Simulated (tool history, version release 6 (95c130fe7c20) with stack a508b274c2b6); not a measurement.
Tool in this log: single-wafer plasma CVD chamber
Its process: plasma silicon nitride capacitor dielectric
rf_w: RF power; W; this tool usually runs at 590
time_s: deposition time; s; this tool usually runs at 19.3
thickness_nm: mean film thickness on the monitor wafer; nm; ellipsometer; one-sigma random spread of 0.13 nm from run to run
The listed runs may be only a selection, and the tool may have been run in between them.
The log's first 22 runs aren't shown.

run,day,rf_w,time_s,"read-back reference wafer on the same gauge, thickness_nm",thickness_nm
23,85.738,590,19.3,34.437,29.844
24,89.242,590,19.3,34.425,29.930
25,91.304,490,22.0,34.429,32.737
# day 92.067: showerhead replaced
# day 93.704: gauge calibrated
26,95.571,645,21.1,34.408,33.362
27,101.504,500,16.4,34.443,24.463
28,105.029,590,20.4,34.424,31.633
29,108.117,590,19.3,34.441,29.749
30,112.229,590,18.2,34.427,28.125
31,115.129,590,16.7,34.350,25.734
32,118.917,510,22.2,34.395,33.160

Predict each of these 5 candidate next runs independently; none follows another, all start after run 32:
A,118.933,590,19.3,?,?
B,118.933,675,17.1,?,?
C,118.933,590,20.3,?,?
D,118.933,675,18.3,?,?
E,118.933,690,16.4,?,?

run,"read-back reference wafer on the same gauge, thickness_nm",thickness_nm
A,34.384,29.796
B,34.384,27.345
C,34.384,31.340
D,34.384,29.264
E,34.384,26.378
Had the tool no hidden state, the same runs would have come out as:
run,thickness_nm
A,30.477
B,27.970
C,32.056
D,29.933
E,26.981
